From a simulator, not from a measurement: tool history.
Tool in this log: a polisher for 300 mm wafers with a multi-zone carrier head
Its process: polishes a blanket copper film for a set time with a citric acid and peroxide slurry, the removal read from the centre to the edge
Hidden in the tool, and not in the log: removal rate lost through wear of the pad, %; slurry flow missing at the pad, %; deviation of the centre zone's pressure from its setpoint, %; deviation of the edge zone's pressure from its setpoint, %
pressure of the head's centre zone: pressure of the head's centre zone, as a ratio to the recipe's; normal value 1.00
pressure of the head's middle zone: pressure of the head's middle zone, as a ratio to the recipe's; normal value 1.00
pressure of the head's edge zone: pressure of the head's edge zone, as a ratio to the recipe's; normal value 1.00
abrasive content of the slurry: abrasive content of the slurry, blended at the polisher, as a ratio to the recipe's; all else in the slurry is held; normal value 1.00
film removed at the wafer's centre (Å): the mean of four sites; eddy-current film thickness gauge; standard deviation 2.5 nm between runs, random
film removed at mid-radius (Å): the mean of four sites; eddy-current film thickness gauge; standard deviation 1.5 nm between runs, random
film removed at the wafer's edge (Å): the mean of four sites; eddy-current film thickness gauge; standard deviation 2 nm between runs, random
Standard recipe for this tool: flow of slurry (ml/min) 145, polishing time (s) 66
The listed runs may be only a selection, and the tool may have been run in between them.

run    hour  flow of slurry (ml/min)  pressure of the head's centre zone  pressure of the head's middle zone  pressure of the head's edge zone  abrasive content of the slurry  polishing time (s)  wafers since the last listed run  wafers polished on this pad  hours since the slurry nozzle was cleaned  hours since the centre zone pressure was calibrated  hours since the edge zone pressure was calibrated  hours since the carrier head's membrane was replaced  incoming thickness of the incoming film, nm  film removed at the wafer's centre (Å)  film removed at mid-radius (Å)  film removed at the wafer's edge (Å)
  1     0.0                      145                                0.91                                1.00                              1.00                            1.00                  66                                 0                         1344                                      301.6                                                661.0                                              184.8                                                 355.6                                        474.6                                    1618                            1891                                  1827
  2    57.3                      145                                1.05                                1.00                              1.00                            0.90                  66                               534                         1878                                      358.9                                                718.3                                              242.1                                                 412.9                                        483.2                                    1921                            1858                                  1795
  3   165.1                      145                                1.00                                1.00                              1.00                            1.00                  66                              1005                         2884                                      466.7                                                826.1                                              349.9                                                 520.7                                        482.8                                    1816                            1855                                  1814
      213.8  -- slurry nozzle cleaned
  4   214.3                      145                                1.00                                1.00                              1.00                            1.00                  85                               449                         3333                                        0.5                                                875.3                                              399.1                                                 569.9                                        478.7                                    2326                            2404                                  2380
  5   257.6                      145                                1.00                                0.93                              1.00                            1.00                  66                               403                         3737                                       43.8                                                918.6                                              442.4                                                 613.2                                        483.4                                    1829                            1793                                  1846
  6   356.9                      145                                1.00                                1.00                              1.00                            1.00                  85                               926                         4663                                      143.1                                               1017.9                                              541.7                                                 712.5                                        488.7                                    2286                            2411                                  2344
      362.9  -- centre zone pressure recalibrated
      434.8  -- worn pad replaced by a new one
      435.1  -- edge zone pressure recalibrated
  7   451.8                      145                                1.09                                1.00                              1.00                            1.00                  66                               826                          155                                      238.0                                                 88.9                                               16.7                                                 807.4                                        477.5                                    1981                            1887                                  1842
  8   494.4                      145                                1.09                                1.00                              1.00                            0.75                  66                               397                          552                                      280.6                                                131.5                                               59.3                                                 850.0                                        476.6                                    1828                            1774                                  1719
  9   550.6                      145                                1.08                                1.00                              1.00                            1.00                  66                               524                         1077                                      336.8                                                187.7                                              115.5                                                 906.2                                        481.7                                    1939                            1884                                  1829
 10   620.1                      145                                1.00                                1.00                              1.00                            0.80                  45                               648                         1725                                      406.3                                                257.2                                              185.0                                                 975.7                                        485.2                                    1166                            1212                                  1184
 11   679.1                      185                                1.00                                1.00                              1.00                            1.00                  66                               550                         2275                                      465.3                                                316.2                                              244.0                                                1034.7                                        480.2                                    1900                            1948                                  1905
 12   758.0                      145                                1.00                                1.00                              1.00                            1.00                  66                               735                         3011                                      544.2                                                395.1                                              322.9                                                1113.6                                        474.7                                    1808                            1890                                  1833
 13   804.0                      145                                1.00                                1.00                              1.00                            1.00                  66                               429                         3440                                      590.2                                                441.1                                              368.9                                                1159.6                                        471.3                                    1748                            1863                                  1855
      846.6  -- slurry nozzle cleaned
 14   882.2                      145                                1.04                                1.00                              0.92                            1.00                  46                               720                         4161                                       35.6                                                519.3                                              447.1                                                1237.8                                        475.8                                    1335                            1294                                  1235
 15   969.1                      145                                0.95                                0.89                              1.06                            1.00                  54                               810                         4971                                      122.5                                                606.2                                              534.0                                                1324.7                                        469.3                                    1410                            1422                                  1549
      990.5  -- worn pad replaced by a new one
 16  1015.1                      145                                1.00                                1.00                              0.92                            1.00                  66                               391                          229                                      168.5                                                652.2                                              580.0                                                1370.7                                        481.4                                    1800                            1866                                  1818
     1072.5  -- edge zone pressure recalibrated
 17  1120.1                      145                                1.00                                1.00                              1.00                            1.00                  66                               960                         1190                                      273.5                                                757.2                                               47.6                                                1475.7                                        473.5                                    1844                            1879                                  1868
 18  1179.8                      145                                1.00                                1.00                              1.00                            1.00                  66                               556                         1746                                      333.2                                                816.9                                              107.3                                                1535.4                                        480.1                                    1766                            1869                                  1856
 19  1225.7                      145                                1.00                                1.00                              1.00                            1.00                  66                               428                         2175                                      379.1                                                862.8                                              153.2                                                1581.3                                        479.2                                    1776                            1868                                  1876
 20  1323.7                      170                                1.00                                1.10                              1.00                            0.85                  66                               914                         3089                                      477.1                                                960.8                                              251.2                                                1679.3                                        477.8                                    1786                            1999                                  1823

List, for all runs, the conditions of the tool that the log does not record:
removal rate lost through wear of the pad, %: 0, the same for each run
slurry flow missing at the pad, %: 0, the same for each run
deviation of the centre zone's pressure from its setpoint, %: 0, the same for each run
deviation of the edge zone's pressure from its setpoint, %: 0, the same for each run

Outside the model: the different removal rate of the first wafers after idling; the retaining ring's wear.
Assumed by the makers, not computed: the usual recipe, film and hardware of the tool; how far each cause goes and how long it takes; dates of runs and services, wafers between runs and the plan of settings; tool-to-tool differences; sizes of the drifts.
